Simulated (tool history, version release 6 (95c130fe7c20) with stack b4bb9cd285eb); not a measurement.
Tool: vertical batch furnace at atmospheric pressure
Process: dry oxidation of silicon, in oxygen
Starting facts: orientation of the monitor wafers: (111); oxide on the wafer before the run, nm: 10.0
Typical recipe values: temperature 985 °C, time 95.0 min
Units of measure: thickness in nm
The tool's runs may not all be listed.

run	hour	temperature	time	read-back reference wafer on the same gauge, thickness	thickness
1	0.0	1001	113.0	83.86	100.57
2	20.2	985	95.0	83.91	80.93
3	36.0	985	95.0	83.81	80.81
4	60.3	985	95.0	83.90	80.74
5	72.2	985	95.0	83.99	80.40
6	97.4	985	79.0	83.84	71.67
7	123.6	985	79.0	83.91	71.92
8	147.7	985	79.0	83.90	71.82
# hour 190.7: thermocouples replaced and temperature profile calibrated
9	191.2	985	95.0	83.90	77.90
10	197.4	985	95.0	83.93	78.04
11	203.6	985	95.0	83.82	77.96
12	219.0	985	95.0	83.97	78.13
# hour 241.3: gauge calibrated
13	245.5	985	95.0	83.96	78.30
14	302.8	985	95.0	83.89	78.20
15	319.7	985	95.0	83.86	78.63
16	336.8	985	95.0	83.95	79.00
17	350.8	996	95.0	83.88	85.05
18	364.4	1008	134.5	83.90	114.09
# hour 397.5: boat lift adjusted
19	398.0	985	95.0	83.87	78.59
20	404.2	1006	107.5	83.91	97.77
21	419.1	976	68.0	83.87	59.94
22	428.4	978	95.0	83.94	75.19
23	448.8	985	95.0	83.92	78.87
24	472.4	1005	113.5	83.85	100.47
25	497.8	995	95.0	83.96	84.64
26	513.5	985	95.0	83.88	79.20
27	532.1	1009	120.5	83.88	107.97
28	548.8	997	80.0	83.93	77.25
29	570.5	994	115.0	83.82	94.77
30	594.4	985	95.0	83.93	78.96
31	615.0	963	63.5	83.93	52.63
32	626.8	1001	58.5	83.93	65.18
33	637.7	1004	95.0	83.88	90.33
34	660.6	994	95.0	83.86	84.25
35	681.2	966	59.5	83.92	51.82
36	701.8	985	95.0	83.88	79.46
37	717.4	1002	116.5	83.89	101.50
38	733.1	964	107.0	83.87	73.93

Below are 5 alternative next runs, each starting from the tool's condition after run 38. Predict each:
A	739.4	985	95.0	?	?
B	739.4	975	127.5	?	?
C	739.4	997	59.5	?	?
D	739.4	962	48.5	?	?
E	739.4	1001	111.5	?	?

run	read-back reference wafer on the same gauge, thickness	thickness
A	83.95	79.02
B	83.95	88.86
C	83.95	63.96
D	83.95	44.03
E	83.95	97.38
The same runs, with their run-to-run variation unchanged, on a tool lacking any hidden condition would have given:
run	thickness
A	77.45
B	87.04
C	62.63
D	43.10
E	95.40
